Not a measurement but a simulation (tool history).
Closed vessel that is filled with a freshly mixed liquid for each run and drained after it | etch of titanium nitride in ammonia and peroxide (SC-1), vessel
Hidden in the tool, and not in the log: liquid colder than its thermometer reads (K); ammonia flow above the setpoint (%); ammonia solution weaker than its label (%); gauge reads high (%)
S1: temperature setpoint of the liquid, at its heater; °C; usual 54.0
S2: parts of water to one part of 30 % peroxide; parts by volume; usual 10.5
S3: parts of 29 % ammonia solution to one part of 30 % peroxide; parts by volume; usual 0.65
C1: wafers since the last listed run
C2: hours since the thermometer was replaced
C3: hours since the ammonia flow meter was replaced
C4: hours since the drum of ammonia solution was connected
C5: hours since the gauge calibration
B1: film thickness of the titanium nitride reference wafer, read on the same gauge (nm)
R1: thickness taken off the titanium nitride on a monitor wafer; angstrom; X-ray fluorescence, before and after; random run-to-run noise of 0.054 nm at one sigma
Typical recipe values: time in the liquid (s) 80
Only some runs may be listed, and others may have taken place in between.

{"run": 1, "day": 0.0, "S1": 54.0, "S2": 10.5, "S3": 0.65, "time in the liquid (s)": 80, "C1": 0, "C2": 1805.0, "C3": 711.4, "C4": 116.5, "C5": 2642.1, "B1": 79.98, "R1": 62.3}
{"run": 2, "day": 1.683, "S1": 54.0, "S2": 10.5, "S3": 0.65, "time in the liquid (s)": 80, "C1": 2881, "C2": 1845.4, "C3": 751.8, "C4": 156.9, "C5": 2682.5, "B1": 80.02, "R1": 61.6}
{"run": 3, "day": 3.267, "S1": 54.0, "S2": 10.5, "S3": 0.65, "time in the liquid (s)": 80, "C1": 2710, "C2": 1883.4, "C3": 789.8, "C4": 194.9, "C5": 2720.5, "B1": 80.0, "R1": 62.9}
{"day": 5.604, "done": "gauge calibrated"}
{"run": 4, "day": 6.304, "S1": 54.0, "S2": 10.5, "S3": 0.65, "time in the liquid (s)": 80, "C1": 5199, "C2": 1956.3, "C3": 862.7, "C4": 267.8, "C5": 16.8, "B1": 80.0, "R1": 61.7}
{"run": 5, "day": 8.738, "S1": 54.0, "S2": 10.5, "S3": 0.5, "time in the liquid (s)": 80, "C1": 4165, "C2": 2014.7, "C3": 921.1, "C4": 326.2, "C5": 75.2, "B1": 80.01, "R1": 60.5}
{"run": 6, "day": 13.129, "S1": 54.0, "S2": 10.5, "S3": 0.5, "time in the liquid (s)": 80, "C1": 7517, "C2": 2120.1, "C3": 1026.5, "C4": 431.6, "C5": 180.6, "B1": 79.97, "R1": 59.8}
{"run": 7, "day": 16.388, "S1": 54.0, "S2": 10.5, "S3": 0.5, "time in the liquid (s)": 80, "C1": 5577, "C2": 2198.3, "C3": 1104.7, "C4": 509.8, "C5": 258.8, "B1": 79.98, "R1": 58.7}
{"day": 20.167, "done": "ammonia flow meter replaced"}
{"run": 8, "day": 20.821, "S1": 54.0, "S2": 10.5, "S3": 0.65, "time in the liquid (s)": 80, "C1": 7517, "C2": 2304.7, "C3": 15.7, "C4": 616.2, "C5": 365.2, "B1": 79.99, "R1": 61.4}
{"run": 9, "day": 23.883, "S1": 54.0, "S2": 10.5, "S3": 0.65, "time in the liquid (s)": 80, "C1": 5242, "C2": 2378.2, "C3": 89.2, "C4": 689.7, "C5": 438.7, "B1": 79.99, "R1": 60.7}
{"run": 10, "day": 27.225, "S1": 54.0, "S2": 8.0, "S3": 0.65, "time in the liquid (s)": 80, "C1": 5719, "C2": 2458.4, "C3": 169.4, "C4": 769.9, "C5": 518.9, "B1": 80.03, "R1": 71.1}
{"day": 29.162, "done": "thermometer replaced"}
{"run": 11, "day": 29.388, "S1": 58.0, "S2": 15.0, "S3": 0.5, "time in the liquid (s)": 100, "C1": 3630, "C2": 5.4, "C3": 221.3, "C4": 821.8, "C5": 570.8, "B1": 80.01, "R1": 80.2}
{"day": 31.188, "done": "new drum of ammonia solution connected"}
{"run": 12, "day": 32.1, "S1": 61.5, "S2": 10.5, "S3": 0.65, "time in the liquid (s)": 80, "C1": 4571, "C2": 70.5, "C3": 286.4, "C4": 21.9, "C5": 635.9, "B1": 80.04, "R1": 101.9}
{"run": 13, "day": 34.5, "S1": 54.0, "S2": 10.5, "S3": 0.95, "time in the liquid (s)": 65, "C1": 4108, "C2": 128.1, "C3": 344.0, "C4": 79.5, "C5": 693.5, "B1": 80.02, "R1": 53.7}
{"run": 14, "day": 37.975, "S1": 54.0, "S2": 10.5, "S3": 0.65, "time in the liquid (s)": 95, "C1": 5948, "C2": 211.5, "C3": 427.4, "C4": 162.9, "C5": 776.9, "B1": 80.01, "R1": 72.5}
{"run": 15, "day": 41.108, "S1": 51.5, "S2": 14.0, "S3": 0.65, "time in the liquid (s)": 35, "C1": 5363, "C2": 286.7, "C3": 502.6, "C4": 238.1, "C5": 852.1, "B1": 79.98, "R1": 19.7}
{"run": 16, "day": 44.621, "S1": 54.0, "S2": 10.5, "S3": 0.9, "time in the liquid (s)": 115, "C1": 6012, "C2": 371.0, "C3": 586.9, "C4": 322.4, "C5": 936.4, "B1": 80.03, "R1": 93.6}
{"run": 17, "day": 48.067, "S1": 60.0, "S2": 15.5, "S3": 0.65, "time in the liquid (s)": 80, "C1": 5898, "C2": 453.7, "C3": 669.6, "C4": 405.1, "C5": 1019.1, "B1": 79.98, "R1": 75.2}
{"run": 18, "day": 52.342, "S1": 47.5, "S2": 10.5, "S3": 0.65, "time in the liquid (s)": 80, "C1": 7317, "C2": 556.3, "C3": 772.2, "C4": 507.7, "C5": 1121.7, "B1": 80.01, "R1": 39.3}
{"run": 19, "day": 59.079, "S1": 47.0, "S2": 10.5, "S3": 0.65, "time in the liquid (s)": 80, "C1": 11532, "C2": 718.0, "C3": 933.9, "C4": 669.4, "C5": 1283.4, "B1": 80.01, "R1": 37.8}
{"day": 63.075, "done": "new drum of ammonia solution connected"}
{"run": 20, "day": 63.279, "S1": 60.0, "S2": 10.5, "S3": 0.75, "time in the liquid (s)": 80, "C1": 7117, "C2": 818.8, "C3": 1034.7, "C4": 4.9, "C5": 1384.2, "B1": 80.01, "R1": 94.5}
{"run": 21, "day": 65.488, "S1": 54.0, "S2": 10.5, "S3": 0.65, "time in the liquid (s)": 80, "C1": 3779, "C2": 871.8, "C3": 1087.7, "C4": 57.9, "C5": 1437.2, "B1": 80.03, "R1": 62.1}
{"run": 22, "day": 69.412, "S1": 54.0, "S2": 10.5, "S3": 0.65, "time in the liquid (s)": 80, "C1": 6718, "C2": 966.0, "C3": 1181.9, "C4": 152.1, "C5": 1531.4, "B1": 80.0, "R1": 63.0}
{"run": 23, "day": 72.367, "S1": 54.0, "S2": 10.5, "S3": 0.65, "time in the liquid (s)": 80, "C1": 5056, "C2": 1036.9, "C3": 1252.8, "C4": 223.0, "C5": 1602.3, "B1": 79.97, "R1": 61.9}
{"run": 24, "day": 76.546, "S1": 54.0, "S2": 12.5, "S3": 0.8, "time in the liquid (s)": 80, "C1": 7153, "C2": 1137.2, "C3": 1353.1, "C4": 323.3, "C5": 1702.6, "B1": 79.96, "R1": 57.6}
{"run": 25, "day": 78.992, "S1": 49.5, "S2": 13.5, "S3": 0.65, "time in the liquid (s)": 115, "C1": 4186, "C2": 1195.9, "C3": 1411.8, "C4": 382.0, "C5": 1761.3, "B1": 79.97, "R1": 57.1}
{"run": 26, "day": 80.654, "S1": 54.0, "S2": 10.5, "S3": 0.65, "time in the liquid (s)": 80, "C1": 2845, "C2": 1235.8, "C3": 1451.7, "C4": 421.9, "C5": 1801.2, "B1": 79.99, "R1": 62.1}
{"day": 84.229, "done": "ammonia flow meter replaced"}
{"run": 27, "day": 84.621, "S1": 54.0, "S2": 10.5, "S3": 0.8, "time in the liquid (s)": 80, "C1": 6718, "C2": 1331.0, "C3": 9.4, "C4": 517.1, "C5": 1896.4, "B1": 80.03, "R1": 63.8}
{"run": 28, "day": 86.621, "S1": 54.0, "S2": 14.0, "S3": 0.65, "time in the liquid (s)": 65, "C1": 3423, "C2": 1379.0, "C3": 57.4, "C4": 565.1, "C5": 1944.4, "B1": 80.03, "R1": 43.5}

Branching from run 28: 3 alternative next runs. What would each branch give?
{"run": "A", "day": 86.65, "S1": 54.0, "S2": 10.5, "S3": 0.9, "time in the liquid (s)": 80, "C1": 49, "C2": 1379.7, "C3": 58.1, "C4": 565.8, "C5": 1945.1, "B1": "?", "R1": "?"}
{"run": "B", "day": 86.65, "S1": 48.0, "S2": 9.0, "S3": 0.65, "time in the liquid (s)": 120, "C1": 49, "C2": 1379.7, "C3": 58.1, "C4": 565.8, "C5": 1945.1, "B1": "?", "R1": "?"}
{"run": "C", "day": 86.65, "S1": 58.5, "S2": 14.5, "S3": 0.95, "time in the liquid (s)": 40, "C1": 49, "C2": 1379.7, "C3": 58.1, "C4": 565.8, "C5": 1945.1, "B1": "?", "R1": "?"}

run=A B1=80.00 R1=66.2
run=B B1=80.00 R1=67.3
run=C B1=80.00 R1=38.2
What these runs would have given with no unlogged condition in the tool:
run=A R1=66.2
run=B R1=67.3
run=C R1=38.2
